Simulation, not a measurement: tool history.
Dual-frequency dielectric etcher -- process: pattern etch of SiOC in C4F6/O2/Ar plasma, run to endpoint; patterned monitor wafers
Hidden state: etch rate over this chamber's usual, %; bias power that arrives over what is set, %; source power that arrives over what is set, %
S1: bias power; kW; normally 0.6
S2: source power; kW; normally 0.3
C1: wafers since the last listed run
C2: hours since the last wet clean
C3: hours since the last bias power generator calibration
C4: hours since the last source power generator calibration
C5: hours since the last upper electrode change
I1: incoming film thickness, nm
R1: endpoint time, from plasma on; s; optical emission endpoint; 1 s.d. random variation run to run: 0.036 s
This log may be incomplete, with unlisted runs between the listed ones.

run 1 hour=0 | S1=0.6 S2=0.3 | C1=0 C2=97.2 C3=1181.4 C4=2002.1 C5=2020.1 | I1=31.41 | R1=11.4
run 2 hour=17.8 | S1=0.6 S2=0.32 | C1=297 C2=115 C3=1199.2 C4=2019.9 C5=2037.9 | I1=31.55 | R1=11.3
run 3 hour=26.4 | S1=0.6 S2=0.3 | C1=143 C2=123.6 C3=1207.8 C4=2028.5 C5=2046.5 | I1=31.19 | R1=11.3
run 4 hour=35.1 | S1=0.6 S2=0.3 | C1=145 C2=132.3 C3=1216.5 C4=2037.2 C5=2055.2 | I1=31.09 | R1=11.4
run 5 hour=47.3 | S1=0.556 S2=0.26 | C1=204 C2=144.5 C3=1228.7 C4=2049.4 C5=2067.4 | I1=31.33 | R1=12.3
run 6 hour=60.7 | S1=0.6 S2=0.28 | C1=224 C2=157.9 C3=1242.1 C4=2062.8 C5=2080.8 | I1=31.2 | R1=11.6
run 7 hour=77.9 | S1=0.6 S2=0.28 | C1=287 C2=175.1 C3=1259.3 C4=2080 C5=2098 | I1=31.18 | R1=11.5
run 8 hour=93.5 | S1=0.6 S2=0.28 | C1=261 C2=190.7 C3=1274.9 C4=2095.6 C5=2113.6 | I1=31.18 | R1=11.5
run 9 hour=109.1 | S1=0.6 S2=0.3 | C1=261 C2=206.3 C3=1290.5 C4=2111.2 C5=2129.2 | I1=31.4 | R1=11.4
run 10 hour=116.1 | S1=0.6 S2=0.3 | C1=117 C2=213.3 C3=1297.5 C4=2118.2 C5=2136.2 | I1=31.01 | R1=11.2
run 11 hour=132.4 | S1=0.6 S2=0.3 | C1=272 C2=229.6 C3=1313.8 C4=2134.5 C5=2152.5 | I1=31.58 | R1=11.4
run 12 hour=149.4 | S1=0.502 S2=0.3 | C1=284 C2=246.6 C3=1330.8 C4=2151.5 C5=2169.5 | I1=31.42 | R1=12.5
run 13 hour=161.9 | S1=0.502 S2=0.3 | C1=209 C2=259.1 C3=1343.3 C4=2164 C5=2182 | I1=31.23 | R1=12.4
-- hour=183.6 source power generator calibrated
-- hour=200.6 bias power generator calibrated
run 14 hour=209 | S1=0.704 S2=0.3 | C1=654 C2=306.2 C3=8.4 C4=25.4 C5=2229.1 | I1=31.36 | R1=10.4
run 15 hour=226.2 | S1=0.47 S2=0.34 | C1=287 C2=323.4 C3=25.6 C4=42.6 C5=2246.3 | I1=31 | R1=12.3
-- hour=254.9 wet clean of the chamber
run 16 hour=269 | S1=0.645 S2=0.23 | C1=314 C2=14.1 C3=68.4 C4=85.4 C5=2289.1 | I1=31.47 | R1=11.9
-- hour=304.7 upper electrode replaced, of another model than before
run 17 hour=305.2 | S1=0.456 S2=0.23 | C1=204 C2=50.3 C3=104.6 C4=121.6 C5=0.5 | I1=31.08 | R1=15.6
run 18 hour=305.5 | S1=0.6 S2=0.3 | C1=5 C2=50.6 C3=104.9 C4=121.9 C5=0.8 | I1=31.22 | R1=11.4
run 19 hour=310.3 | S1=0.652 S2=0.38 | C1=80 C2=55.4 C3=109.7 C4=126.7 C5=5.6 | I1=31.13 | R1=10.2
run 20 hour=318.3 | S1=0.732 S2=0.33 | C1=133 C2=63.4 C3=117.7 C4=134.7 C5=13.6 | I1=31.49 | R1=9.7
run 21 hour=329 | S1=0.743 S2=0.32 | C1=179 C2=74.1 C3=128.4 C4=145.4 C5=24.3 | I1=31.34 | R1=9.6
run 22 hour=342.4 | S1=0.6 S2=0.3 | C1=224 C2=87.5 C3=141.8 C4=158.8 C5=37.7 | I1=31.43 | R1=11.5
run 23 hour=349.7 | S1=0.511 S2=0.35 | C1=122 C2=94.8 C3=149.1 C4=166.1 C5=45 | I1=31.66 | R1=13
run 24 hour=360 | S1=0.527 S2=0.33 | C1=172 C2=105.1 C3=159.4 C4=176.4 C5=55.3 | I1=31.02 | R1=12.5
run 25 hour=371.9 | S1=0.553 S2=0.24 | C1=199 C2=117 C3=171.3 C4=188.3 C5=67.2 | I1=31.16 | R1=12.7
run 26 hour=384.4 | S1=0.6 S2=0.3 | C1=209 C2=129.5 C3=183.8 C4=200.8 C5=79.7 | I1=31.17 | R1=11.4
run 27 hour=390.6 | S1=0.739 S2=0.3 | C1=103 C2=135.7 C3=190 C4=207 C5=85.9 | I1=31.59 | R1=9.8
run 28 hour=444.5 | S1=0.534 S2=0.38 | C1=902 C2=189.6 C3=243.9 C4=260.9 C5=139.8 | I1=31.34 | R1=12

State the hidden condition of the tool at each of the runs:
bias power that arrives over what is set, %: 0 across all the runs
source power that arrives over what is set, %: 0 across all the runs
H1: etch rate over this chamber's usual, %
run=1 H1=0.58
run=2 H1=0.735
run=3 H1=0.81
run=4 H1=0.886
run=5 H1=0.992
run=6 H1=1.11
run=7 H1=1.26
run=8 H1=1.39
run=9 H1=1.53
run=10 H1=1.59
run=11 H1=1.73
run=12 H1=1.88
run=13 H1=1.99
run=14 H1=2.4
run=15 H1=2.55
run=16 H1=0.00961
run=17 H1=0.325
run=18 H1=0.327
run=19 H1=0.369
run=20 H1=0.439
run=21 H1=0.532
run=22 H1=0.648
run=23 H1=0.712
run=24 H1=0.801
run=25 H1=0.905
run=26 H1=1.01
run=27 H1=1.07
run=28 H1=1.54

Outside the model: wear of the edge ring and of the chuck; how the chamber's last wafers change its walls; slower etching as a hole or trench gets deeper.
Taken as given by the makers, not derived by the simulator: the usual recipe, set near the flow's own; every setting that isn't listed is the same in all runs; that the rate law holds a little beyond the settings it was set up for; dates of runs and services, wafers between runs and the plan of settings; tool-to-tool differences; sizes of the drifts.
